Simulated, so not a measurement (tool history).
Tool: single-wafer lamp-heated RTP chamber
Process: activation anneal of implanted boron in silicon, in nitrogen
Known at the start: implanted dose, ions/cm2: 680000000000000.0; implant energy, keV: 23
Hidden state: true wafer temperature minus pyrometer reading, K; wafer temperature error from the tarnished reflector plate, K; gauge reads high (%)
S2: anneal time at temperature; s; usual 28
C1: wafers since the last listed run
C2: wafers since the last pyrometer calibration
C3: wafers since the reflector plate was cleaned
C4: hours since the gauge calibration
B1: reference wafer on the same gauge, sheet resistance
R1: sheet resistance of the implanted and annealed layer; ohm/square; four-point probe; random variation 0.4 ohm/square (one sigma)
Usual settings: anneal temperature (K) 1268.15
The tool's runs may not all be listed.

{"run": 1, "hour": 0.0, "anneal temperature (K)": 1268.15, "S2": 28, "C1": 0, "C2": 2908, "C3": 4416, "C4": 303.5, "B1": 143.03, "R1": 168.45}
{"run": 2, "hour": 33.8, "anneal temperature (K)": 1268.15, "S2": 34, "C1": 357, "C2": 3266, "C3": 4773, "C4": 337.3, "B1": 143.05, "R1": 168.42}
{"run": 3, "hour": 49.6, "anneal temperature (K)": 1289.15, "S2": 28, "C1": 167, "C2": 3433, "C3": 4941, "C4": 353.1, "B1": 143.04, "R1": 165.39}
{"run": 4, "hour": 76.1, "anneal temperature (K)": 1289.15, "S2": 28, "C1": 280, "C2": 3714, "C3": 5221, "C4": 379.6, "B1": 143, "R1": 165.47}
{"run": 5, "hour": 104.2, "anneal temperature (K)": 1289.15, "S2": 28, "C1": 297, "C2": 4011, "C3": 5519, "C4": 407.7, "B1": 142.96, "R1": 165.23}
{"run": 6, "hour": 124.4, "anneal temperature (K)": 1268.15, "S2": 28, "C1": 213, "C2": 4225, "C3": 5733, "C4": 427.9, "B1": 143.03, "R1": 168.2}
{"run": 7, "hour": 147.1, "anneal temperature (K)": 1248.15, "S2": 28, "C1": 240, "C2": 4466, "C3": 5973, "C4": 450.6, "B1": 142.97, "R1": 173.43}
{"run": 8, "hour": 180.7, "anneal temperature (K)": 1268.15, "S2": 40, "C1": 355, "C2": 4821, "C3": 6329, "C4": 484.2, "B1": 143.06, "R1": 166.78}
{"run": 9, "hour": 207.5, "anneal temperature (K)": 1268.15, "S2": 41, "C1": 283, "C2": 5105, "C3": 6613, "C4": 511, "B1": 142.96, "R1": 166.55}
{"run": 10, "hour": 231.8, "anneal temperature (K)": 1268.15, "S2": 32, "C1": 257, "C2": 5362, "C3": 6870, "C4": 535.3, "B1": 143.02, "R1": 166.51}
{"run": 11, "hour": 243.9, "anneal temperature (K)": 1268.15, "S2": 32, "C1": 128, "C2": 5490, "C3": 6998, "C4": 547.4, "B1": 142.9, "R1": 167}
{"run": 12, "hour": 263.3, "anneal temperature (K)": 1259.15, "S2": 28, "C1": 205, "C2": 5696, "C3": 7203, "C4": 566.8, "B1": 143.09, "R1": 169.38}
{"run": 13, "hour": 298.2, "anneal temperature (K)": 1268.15, "S2": 28, "C1": 369, "C2": 6065, "C3": 7573, "C4": 601.7, "B1": 142.88, "R1": 167.52}
{"hour": 303.8, "done": "gauge calibrated"}
{"run": 14, "hour": 387.1, "anneal temperature (K)": 1245.15, "S2": 28, "C1": 941, "C2": 7007, "C3": 8514, "C4": 83.3, "B1": 143.01, "R1": 172.7}
{"run": 15, "hour": 413.4, "anneal temperature (K)": 1268.15, "S2": 28, "C1": 278, "C2": 7285, "C3": 8793, "C4": 109.6, "B1": 142.97, "R1": 166.38}
{"run": 16, "hour": 426.5, "anneal temperature (K)": 1296.15, "S2": 23, "C1": 138, "C2": 7424, "C3": 8931, "C4": 122.7, "B1": 143.11, "R1": 164.1}
{"hour": 441.1, "done": "pyrometer window cleaned and pyrometer calibrated"}
{"run": 17, "hour": 459.7, "anneal temperature (K)": 1268.15, "S2": 36, "C1": 266, "C2": 197, "C3": 9198, "C4": 155.9, "B1": 143.01, "R1": 167.3}
{"run": 18, "hour": 479.6, "anneal temperature (K)": 1268.15, "S2": 28, "C1": 210, "C2": 407, "C3": 9409, "C4": 175.8, "B1": 143.01, "R1": 168.52}
{"run": 19, "hour": 507.6, "anneal temperature (K)": 1268.15, "S2": 28, "C1": 296, "C2": 704, "C3": 9705, "C4": 203.8, "B1": 142.97, "R1": 168.26}
{"hour": 522.7, "done": "reflector plate cleaned"}
{"run": 20, "hour": 523.2, "anneal temperature (K)": 1268.15, "S2": 28, "C1": 80, "C2": 784, "C3": 5, "C4": 219.4, "B1": 143.01, "R1": 170.86}
{"run": 21, "hour": 555.1, "anneal temperature (K)": 1287.15, "S2": 40, "C1": 337, "C2": 1122, "C3": 343, "C4": 251.3, "B1": 142.98, "R1": 165.36}
{"run": 22, "hour": 586.8, "anneal temperature (K)": 1247.15, "S2": 28, "C1": 335, "C2": 1458, "C3": 678, "C4": 283, "B1": 143.01, "R1": 179.55}
{"run": 23, "hour": 615.4, "anneal temperature (K)": 1296.15, "S2": 23, "C1": 302, "C2": 1761, "C3": 981, "C4": 311.6, "B1": 143, "R1": 166.01}
{"run": 24, "hour": 651.1, "anneal temperature (K)": 1285.15, "S2": 18, "C1": 377, "C2": 2139, "C3": 1359, "C4": 347.3, "B1": 143.01, "R1": 167.68}
{"run": 25, "hour": 675.3, "anneal temperature (K)": 1240.15, "S2": 32, "C1": 256, "C2": 2395, "C3": 1615, "C4": 371.5, "B1": 143.09, "R1": 182.2}
{"run": 26, "hour": 696.1, "anneal temperature (K)": 1277.15, "S2": 32, "C1": 220, "C2": 2615, "C3": 1836, "C4": 392.3, "B1": 142.98, "R1": 167.09}

Forecast each of these 4 alternatives for the next run:
{"run": "A", "hour": 696.5, "anneal temperature (K)": 1268.15, "S2": 28, "C1": 4, "C2": 2619, "C3": 1840, "C4": 392.7, "B1": "?", "R1": "?"}
{"run": "B", "hour": 696.5, "anneal temperature (K)": 1292.15, "S2": 13, "C1": 4, "C2": 2619, "C3": 1840, "C4": 392.7, "B1": "?", "R1": "?"}
{"run": "C", "hour": 696.5, "anneal temperature (K)": 1276.15, "S2": 14, "C1": 4, "C2": 2619, "C3": 1840, "C4": 392.7, "B1": "?", "R1": "?"}
{"run": "D", "hour": 696.5, "anneal temperature (K)": 1255.15, "S2": 28, "C1": 4, "C2": 2619, "C3": 1840, "C4": 392.7, "B1": "?", "R1": "?"}

run=A B1=142.96 R1=169.47
run=B B1=142.96 R1=167.12
run=C B1=142.96 R1=169.32
run=D B1=142.96 R1=173.78
Without the tool's hidden state the same runs would have given:
run=A R1=171.98
run=B R1=168.16
run=C R1=171.49
run=D R1=178.17
